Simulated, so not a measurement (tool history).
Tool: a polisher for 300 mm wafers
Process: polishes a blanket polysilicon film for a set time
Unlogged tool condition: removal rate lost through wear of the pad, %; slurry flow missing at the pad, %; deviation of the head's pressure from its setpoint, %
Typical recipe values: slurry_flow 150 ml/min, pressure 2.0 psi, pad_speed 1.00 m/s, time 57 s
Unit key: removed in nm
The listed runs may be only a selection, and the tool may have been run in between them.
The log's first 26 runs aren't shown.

run   hour  slurry_flow  pressure  pad_speed  time  wafers since the last listed run  wafers polished on this pad  hours since the slurry nozzle was cleaned  hours since the head pressure was calibrated  incoming thickness of the incoming film, nm  removed
 27  374.3          150       2.0       1.00    65                               124                          264                                      217.4                                          48.8                                       2092.9    414.1
 28  390.0          175       2.0       1.00    47                               147                          411                                      233.1                                          64.5                                       2128.3    302.6
 29  399.7          190       2.6       1.14    63                                90                          502                                      242.8                                          74.2                                       2118.5    520.2
 30  416.4          150       2.4       1.00    57                               156                          658                                      259.5                                          90.9                                       2127.9    426.4
 31  428.2          190       2.3       1.32    57                               110                          769                                      271.3                                         102.7                                       2134.9    481.7
 32  439.7          100       2.5       1.00    57                               107                          877                                      282.8                                         114.2                                       2135.1    409.8
     449.9  -- worn pad replaced by a new one
 33  455.9          125       2.0       1.00    57                               114                           56                                      299.0                                         130.4                                       2147.0    357.4
 34  471.7          150       2.4       0.90    57                               148                          204                                      314.8                                         146.2                                       2109.5    397.4
 35  488.2          150       1.4       1.00    57                               154                          358                                      331.3                                         162.7                                       2121.8    287.6
 36  495.9          150       2.0       1.00    57                                72                          431                                      339.0                                         170.4                                       2101.1    369.6

Alternative continuations, all from the tool just after run 36; predict every row:
  A  496.3          150       2.0       1.00    57                                 3                          434                                      339.4                                         170.8                                       2086.3        ?
  B  496.3          190       1.6       1.10    71                                 3                          434                                      339.4                                         170.8                                       2086.3        ?
  C  496.3          150       2.2       0.72    70                                 3                          434                                      339.4                                         170.8                                       2086.3        ?
  D  496.3          150       1.5       1.22    72                                 3                          434                                      339.4                                         170.8                                       2086.3        ?
  E  496.3          175       2.6       1.00    57                                 3                          434                                      339.4                                         170.8                                       2086.3        ?

run  removed
  A    362.3
  B    412.7
  C    412.6
  D    417.1
  E    442.7
What these runs would have given with no unlogged condition in the tool:
run  removed
  A    371.5
  B    422.4
  C    423.1
  D    427.6
  E    453.4
